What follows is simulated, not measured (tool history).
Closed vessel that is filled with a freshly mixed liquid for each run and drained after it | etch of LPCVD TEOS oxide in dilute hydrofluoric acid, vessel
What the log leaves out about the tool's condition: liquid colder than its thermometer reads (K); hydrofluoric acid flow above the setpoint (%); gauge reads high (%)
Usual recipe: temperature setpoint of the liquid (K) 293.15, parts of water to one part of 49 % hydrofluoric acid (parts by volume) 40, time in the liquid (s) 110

run,hour,temperature setpoint of the liquid (K),parts of water to one part of 49 % hydrofluoric acid (parts by volume),time in the liquid (s),wafers since the last listed run,hours since the thermometer was replaced,hours since the hydrofluoric acid flow meter was replaced,hours since the gauge calibration,"read-back film thickness of the LPCVD TEOS oxide reference wafer, read on the same gauge (nm)",thickness taken off the LPCVD TEOS oxide on a monitor wafer (Å)
1,0.0,293.15,50,110,0,229.2,878.4,110.1,30.00,362.1
2,63.4,293.15,50,110,5068,292.6,941.8,173.5,30.01,354.4
3,159.9,293.15,50,110,7715,389.1,1038.3,270.0,30.00,359.5
4,210.2,297.15,50,110,4021,439.4,1088.6,320.3,29.99,424.5
5,285.2,297.15,50,110,5996,514.4,1163.6,395.3,30.00,420.0
6,388.2,297.15,50,110,8235,617.4,1266.6,498.3,30.00,422.8
7,466.8,293.15,40,110,6284,696.0,1345.2,576.9,30.00,453.7
8,508.4,293.15,40,110,3325,737.6,1386.8,618.5,30.01,451.2
# hour 566.3: hydrofluoric acid flow meter replaced
9,592.4,293.15,40,110,6635,821.6,26.1,702.5,29.98,452.8
10,628.9,293.15,40,145,2918,858.1,62.6,739.0,30.00,591.9
11,715.8,291.15,25,65,6947,945.0,149.5,825.9,30.00,394.0
# hour 757.6: gauge calibrated
12,772.6,290.15,35,50,4541,1001.8,206.3,15.0,30.00,204.4
13,870.9,293.15,40,110,7859,1100.1,304.6,113.3,30.01,445.3
14,942.7,296.15,40,85,5740,1171.9,376.4,185.1,29.99,391.4
15,983.2,295.15,55,110,3238,1212.4,416.9,225.6,30.00,345.8
# hour 998.4: thermometer replaced
16,1062.2,295.15,40,110,6236,63.8,495.9,304.6,30.03,498.0
17,1127.3,293.15,25,110,5204,128.9,561.0,369.7,29.99,737.2
18,1223.5,290.15,40,135,7691,225.1,657.2,465.9,30.00,488.1
19,1317.1,291.15,25,110,7483,318.7,750.8,559.5,30.00,679.0
20,1420.4,296.15,45,130,8258,422.0,854.1,662.8,29.99,531.8
21,1459.1,293.15,40,110,3094,460.7,892.8,701.5,29.99,449.6

What differs in the tool's unlogged condition from the final listed run ahead of each entry between runs to the first listed run following it?
After run 8, before run 9: hydrofluoric acid flow meter replaced (hour 566.3)
  liquid colder than its thermometer reads (K): 0.405 -> 0.45
  measured less the result without the state, thickness taken off the LPCVD TEOS oxide on a monitor wafer (Å): -7.8 -> -8.8
After run 11, before run 12: gauge calibrated (hour 757.6)
  liquid colder than its thermometer reads (K): 0.516 -> 0.546
  measured less the result without the state, thickness taken off the LPCVD TEOS oxide on a monitor wafer (Å): -9.1 -> -5.0
After run 15, before run 16: thermometer replaced (hour 998.4)
  liquid colder than its thermometer reads (K): 0.659 -> 0.0909
  measured less the result without the state, thickness taken off the LPCVD TEOS oxide on a monitor wafer (Å): -9.7 -> -1.9
